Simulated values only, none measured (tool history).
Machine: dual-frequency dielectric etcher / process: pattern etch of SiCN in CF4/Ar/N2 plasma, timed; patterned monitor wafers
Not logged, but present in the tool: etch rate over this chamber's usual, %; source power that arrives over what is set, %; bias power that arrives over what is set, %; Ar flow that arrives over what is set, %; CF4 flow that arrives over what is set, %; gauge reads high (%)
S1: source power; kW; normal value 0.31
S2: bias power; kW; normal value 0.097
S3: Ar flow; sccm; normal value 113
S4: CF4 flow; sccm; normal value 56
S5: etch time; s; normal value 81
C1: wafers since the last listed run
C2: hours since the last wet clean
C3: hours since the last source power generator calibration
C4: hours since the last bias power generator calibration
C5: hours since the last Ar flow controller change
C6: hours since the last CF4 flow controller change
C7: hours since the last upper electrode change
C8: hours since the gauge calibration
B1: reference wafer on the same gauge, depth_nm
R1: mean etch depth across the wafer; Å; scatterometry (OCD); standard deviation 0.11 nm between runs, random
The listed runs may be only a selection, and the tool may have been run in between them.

| run | hour | S1 | S2 | S3 | S4 | S5 | C1 | C2 | C3 | C4 | C5 | C6 | C7 | C8 | B1 | R1 |
|---|---|---|---|---|---|---|---|---|---|---|---|---|---|---|---|---|
| 1 | 0 | 0.31 | 0.097 | 113 | 65 | 69 | 0 | 164 | 3949.6 | 1254.6 | 1722.9 | 3191.8 | 3246.6 | 2417.7 | 59.3 | 452 |
|  | 14.7 | source power generator calibrated |
| 2 | 39.8 | 0.31 | 0.097 | 113 | 65 | 69 | 377 | 203.8 | 25.1 | 1294.4 | 1762.7 | 3231.6 | 3286.4 | 2457.5 | 59.3 | 454 |
| 3 | 125.4 | 0.31 | 0.097 | 113 | 65 | 69 | 902 | 289.4 | 110.7 | 1380 | 1848.3 | 3317.2 | 3372 | 2543.1 | 59.3 | 452 |
|  | 159.4 | upper electrode replaced |
| 4 | 170.1 | 0.31 | 0.097 | 113 | 56 | 64 | 218 | 334.1 | 155.4 | 1424.7 | 1893 | 3361.9 | 10.7 | 2587.8 | 59.3 | 406 |
|  | 188 | Ar flow controller replaced |
| 5 | 253.2 | 0.31 | 0.097 | 113 | 65 | 81 | 813 | 417.2 | 238.5 | 1507.8 | 65.2 | 3445 | 93.8 | 2670.9 | 59.3 | 530 |
|  | 296.4 | CF4 flow controller replaced |
|  | 301.8 | wet clean of the chamber |
| 6 | 332 | 0.31 | 0.097 | 113 | 56 | 81 | 711 | 30.2 | 317.3 | 1586.6 | 144 | 35.6 | 172.6 | 2749.7 | 59.3 | 514 |
| 7 | 419.3 | 0.31 | 0.097 | 113 | 56 | 81 | 920 | 117.5 | 404.6 | 1673.9 | 231.3 | 122.9 | 259.9 | 2837 | 59.3 | 511 |
| 8 | 520.3 | 0.28 | 0.077 | 113 | 56 | 81 | 1065 | 218.5 | 505.6 | 1774.9 | 332.3 | 223.9 | 360.9 | 2938 | 59.3 | 446 |
| 9 | 585.6 | 0.31 | 0.08 | 92 | 56 | 81 | 688 | 283.8 | 570.9 | 1840.2 | 397.6 | 289.2 | 426.2 | 3003.3 | 59.3 | 487 |
|  | 591 | gauge calibrated |
|  | 622.5 | bias power generator calibrated |
| 10 | 631.4 | 0.37 | 0.097 | 85 | 56 | 98 | 440 | 329.6 | 616.7 | 8.9 | 443.4 | 335 | 472 | 40.4 | 59.3 | 709 |
| 11 | 674.1 | 0.26 | 0.112 | 113 | 65 | 68.5 | 450 | 372.3 | 659.4 | 51.6 | 486.1 | 377.7 | 514.7 | 83.1 | 59.3 | 433 |
| 12 | 739.8 | 0.37 | 0.097 | 131 | 56 | 102.5 | 692 | 438 | 725.1 | 117.3 | 551.8 | 443.4 | 580.4 | 148.8 | 59.3 | 712 |
| 13 | 820.6 | 0.38 | 0.097 | 136 | 56 | 81 | 852 | 518.8 | 805.9 | 198.1 | 632.6 | 524.2 | 661.2 | 229.6 | 59.3 | 569 |
|  | 895.3 | wet clean of the chamber |
| 14 | 911.1 | 0.31 | 0.097 | 113 | 56 | 88.5 | 701 | 15.8 | 896.4 | 288.6 | 723.1 | 614.7 | 751.7 | 320.1 | 59.3 | 569 |
| 15 | 1014.2 | 0.34 | 0.097 | 129 | 56 | 81 | 1087 | 118.9 | 999.5 | 391.7 | 826.2 | 717.8 | 854.8 | 423.2 | 59.3 | 537 |
| 16 | 1077.8 | 0.36 | 0.097 | 113 | 56 | 81 | 670 | 182.5 | 1063.1 | 455.3 | 889.8 | 781.4 | 918.4 | 486.8 | 59.3 | 561 |
| 17 | 1142 | 0.31 | 0.097 | 113 | 56 | 81 | 677 | 246.7 | 1127.3 | 519.5 | 954 | 845.6 | 982.6 | 551 | 59.3 | 516 |
| 18 | 1181.5 | 0.31 | 0.097 | 113 | 56 | 81 | 416 | 286.2 | 1166.8 | 559 | 993.5 | 885.1 | 1022.1 | 590.5 | 59.3 | 517 |
| 19 | 1232.5 | 0.31 | 0.097 | 113 | 42 | 81 | 537 | 337.2 | 1217.8 | 610 | 1044.5 | 936.1 | 1073.1 | 641.5 | 59.3 | 482 |
| 20 | 1315.9 | 0.24 | 0.097 | 138 | 56 | 68.5 | 879 | 420.6 | 1301.2 | 693.4 | 1127.9 | 1019.5 | 1156.5 | 724.9 | 59.3 | 376 |
| 21 | 1408.7 | 0.31 | 0.097 | 113 | 62 | 81 | 978 | 513.4 | 1394 | 786.2 | 1220.7 | 1112.3 | 1249.3 | 817.7 | 59.3 | 527 |
|  | 1436 | wet clean of the chamber |
| 22 | 1503.6 | 0.31 | 0.097 | 103 | 56 | 81 | 747 | 67.6 | 1488.9 | 881.1 | 1315.6 | 1207.2 | 1344.2 | 912.6 | 59.3 | 521 |

Each row is a separate what-if for the run after 22, all from the same tool condition, not one after another. Results?
| A | 1504 | 0.31 | 0.097 | 113 | 56 | 81 | 4 | 68 | 1489.3 | 881.5 | 1316 | 1207.6 | 1344.6 | 913 | ? | ? |
| B | 1504 | 0.31 | 0.097 | 113 | 56 | 74.5 | 4 | 68 | 1489.3 | 881.5 | 1316 | 1207.6 | 1344.6 | 913 | ? | ? |
| C | 1504 | 0.31 | 0.097 | 98 | 56 | 81 | 4 | 68 | 1489.3 | 881.5 | 1316 | 1207.6 | 1344.6 | 913 | ? | ? |

| run | B1 | R1 |
|---|---|---|
| A | 59.3 | 516 |
| B | 59.3 | 475 |
| C | 59.3 | 523 |
What these runs would have given with no unlogged condition in the tool:
| run | R1 |
|---|---|
| A | 518 |
| B | 476 |
| C | 525 |
